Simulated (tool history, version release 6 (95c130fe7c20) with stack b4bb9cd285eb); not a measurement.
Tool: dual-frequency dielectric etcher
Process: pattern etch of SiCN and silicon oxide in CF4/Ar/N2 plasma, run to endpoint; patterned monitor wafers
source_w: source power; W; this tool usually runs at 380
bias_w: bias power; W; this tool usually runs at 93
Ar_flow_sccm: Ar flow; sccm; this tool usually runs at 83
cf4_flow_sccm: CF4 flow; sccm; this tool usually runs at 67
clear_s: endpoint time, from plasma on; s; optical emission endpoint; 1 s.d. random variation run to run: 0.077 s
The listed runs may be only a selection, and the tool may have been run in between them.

run    hour  source_w  bias_w  Ar_flow_sccm  cf4_flow_sccm  incoming incoming film thickness, nm  clear_s
  1       0       380      93            83             67                                  8.62     10.3
  2    69.1       300      82            65             61                                  8.71       13
  3    95.3       440      93            90             75                                  8.68      8.9
      116.4  -- CF4 flow controller replaced
      143.2  -- bias power generator calibrated
  4   143.7       450      79            83             67                                  8.81      9.6
  5   165.6       380      79            88             67                                  8.69     10.8
      277.6  -- source power generator calibrated
      370.6  -- upper electrode replaced
  6   371.1       410      82            90             58                                  8.68     10.2
  7   435.6       460      93            83             67                                  8.73      8.5
      522.8  -- wet clean of the chamber
  8   523.3       340     109            96             74                                  8.75       11
  9   568.4       470      78            76             80                                  8.76      8.8
 10     619       380      93            83             67                                  8.64     10.3
 11     651       350      75            83             54                                  8.76     12.4
 12   697.9       330      80            99             76                                  8.76     12.4
 13   754.5       380      93            83             81                                  8.74      9.8
 14   869.9       380      93            83             67                                   8.7       10
 15   910.5       380      93            83             56                                  8.71     10.5
 16   953.3       320      78            83             58                                  8.76     12.9
 17   979.1       340      83            75             54                                  8.71       12
 18    1016       380      93            83             67                                  8.71       10
     1063.2  -- wet clean of the chamber
 19  1063.7       380      93            83             67                                  8.74     10.5
 20  1088.8       290      93            63             67                                  8.63     12.6
 21  1142.4       380      93            83             67                                  8.72     10.4
 22  1190.8       410      81            69             59                                  8.73     10.1
 23  1247.5       380      93            83             67                                   8.7     10.2

For run 24, what comes out?
 24  1278.2       380      93            83             67                                  8.67        ?

{"run 24": {"clear_s": 10.2}}
With the hidden condition absent and the run-to-run variation left alone, this run would have shown clear_s 10.4 s.

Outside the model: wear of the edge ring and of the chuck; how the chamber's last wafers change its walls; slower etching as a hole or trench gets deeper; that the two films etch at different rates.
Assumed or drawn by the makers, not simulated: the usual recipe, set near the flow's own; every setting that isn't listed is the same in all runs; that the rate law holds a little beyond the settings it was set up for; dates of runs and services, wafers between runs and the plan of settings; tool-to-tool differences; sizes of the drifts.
